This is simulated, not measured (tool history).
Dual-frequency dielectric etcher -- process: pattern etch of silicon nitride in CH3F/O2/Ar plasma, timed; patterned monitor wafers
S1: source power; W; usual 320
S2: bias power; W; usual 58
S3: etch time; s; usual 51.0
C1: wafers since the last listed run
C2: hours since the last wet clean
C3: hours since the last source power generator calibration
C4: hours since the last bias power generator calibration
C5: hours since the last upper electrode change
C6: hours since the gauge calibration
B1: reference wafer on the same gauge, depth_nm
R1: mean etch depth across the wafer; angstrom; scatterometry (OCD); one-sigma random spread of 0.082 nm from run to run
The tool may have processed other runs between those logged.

run,day,S1,S2,S3,C1,C2,C3,C4,C5,C6,B1,R1
1,0.000,320,50,63.0,0,20.4,3645.2,2301.3,1781.2,556.5,30.11,372.0
2,2.550,320,67,51.0,904,81.6,3706.4,2362.5,1842.4,617.7,30.13,321.6
3,4.567,320,49,51.0,715,130.0,3754.8,2410.9,1890.8,666.1,30.12,302.6
4,6.750,320,58,51.0,774,182.4,3807.2,2463.3,1943.2,718.5,30.16,311.1
5,13.854,320,58,51.0,2520,352.9,3977.7,2633.8,2113.7,889.0,30.24,312.2
6,16.438,320,58,51.0,916,414.9,4039.7,2695.8,2175.7,951.0,30.31,312.3
7,19.179,320,68,51.0,972,480.7,4105.5,2761.6,2241.5,1016.8,30.32,325.0
# day 19.871: source power generator calibrated
8,20.583,320,68,51.0,439,514.4,17.1,2795.3,2275.2,1050.5,30.30,324.0
# day 22.675: wet clean of the chamber
9,23.012,320,58,51.0,507,8.1,75.4,2853.6,2333.5,1108.8,30.35,313.3
10,25.708,320,58,51.0,956,72.8,140.1,2918.3,2398.2,1173.5,30.39,313.7
11,26.783,320,58,51.0,381,98.6,165.9,2944.1,2424.0,1199.3,30.44,314.9
12,28.658,370,58,51.0,665,143.6,210.9,2989.1,2469.0,1244.3,30.47,337.6
13,31.529,270,58,64.0,1018,212.5,279.8,3058.0,2537.9,1313.2,30.51,363.2
14,32.858,320,66,51.0,471,244.4,311.7,3089.9,2569.8,1345.1,30.50,326.6
# day 33.862: bias power generator calibrated
15,34.433,320,58,51.0,499,282.2,349.5,13.7,2607.6,1382.9,30.56,315.0
16,36.208,320,48,37.0,629,324.8,392.1,56.3,2650.2,1425.5,30.61,219.9
17,37.992,320,58,51.0,632,367.6,434.9,99.1,2693.0,1468.3,30.63,316.1
18,40.458,320,63,51.0,875,426.8,494.1,158.3,2752.2,1527.5,30.69,322.7
# day 41.867: gauge calibrated
19,42.271,320,62,59.5,643,470.3,537.6,201.8,2795.7,9.7,29.83,365.2
# day 45.942: upper electrode replaced
20,47.746,320,68,51.0,1587,601.7,669.0,333.2,43.3,141.1,29.84,320.0
# day 49.854: wet clean of the chamber
21,50.450,320,58,51.0,604,14.3,733.9,398.1,108.2,206.0,29.80,308.1
22,53.217,350,49,51.0,981,80.7,800.3,464.5,174.6,272.4,29.85,312.2
23,55.138,390,65,43.0,681,126.8,846.4,510.6,220.7,318.5,29.84,293.2
24,58.767,270,51,66.0,1287,213.9,933.5,597.7,307.8,405.6,29.88,355.4

Entry by entry between the runs, the difference in hidden state between the last listed run before and the first listed run after:
Runs 7 to 8: source power generator calibrated (day 19.871)
  gauge reads high (%): 1.76 -> 1.83
  measured result minus the result with no hidden state, R1: +5.6 -> +5.8 angstrom
Runs 8 to 9: wet clean of the chamber (day 22.675)
  gauge reads high (%): 1.83 -> 1.95
  measured result minus the result with no hidden state, R1: +5.8 -> +6.0 angstrom
Runs 14 to 15: bias power generator calibrated (day 33.862)
  gauge reads high (%): 2.49 -> 2.58
  measured result minus the result with no hidden state, R1: +7.9 -> +8.0 angstrom
Runs 18 to 19: gauge calibrated (day 41.867)
  gauge reads high (%): 2.98 -> 0.0693
  measured result minus the result with no hidden state, R1: +9.3 -> +0.3 angstrom
Runs 19 to 20: upper electrode replaced (day 45.942)
  gauge reads high (%): 0.0693 -> 0.0878
  measured result minus the result with no hidden state, R1: +0.3 -> +0.3 angstrom
Runs 20 to 21: wet clean of the chamber (day 49.854)
  gauge reads high (%): 0.0878 -> 0.109
  measured result minus the result with no hidden state, R1: +0.3 -> +0.4 angstrom

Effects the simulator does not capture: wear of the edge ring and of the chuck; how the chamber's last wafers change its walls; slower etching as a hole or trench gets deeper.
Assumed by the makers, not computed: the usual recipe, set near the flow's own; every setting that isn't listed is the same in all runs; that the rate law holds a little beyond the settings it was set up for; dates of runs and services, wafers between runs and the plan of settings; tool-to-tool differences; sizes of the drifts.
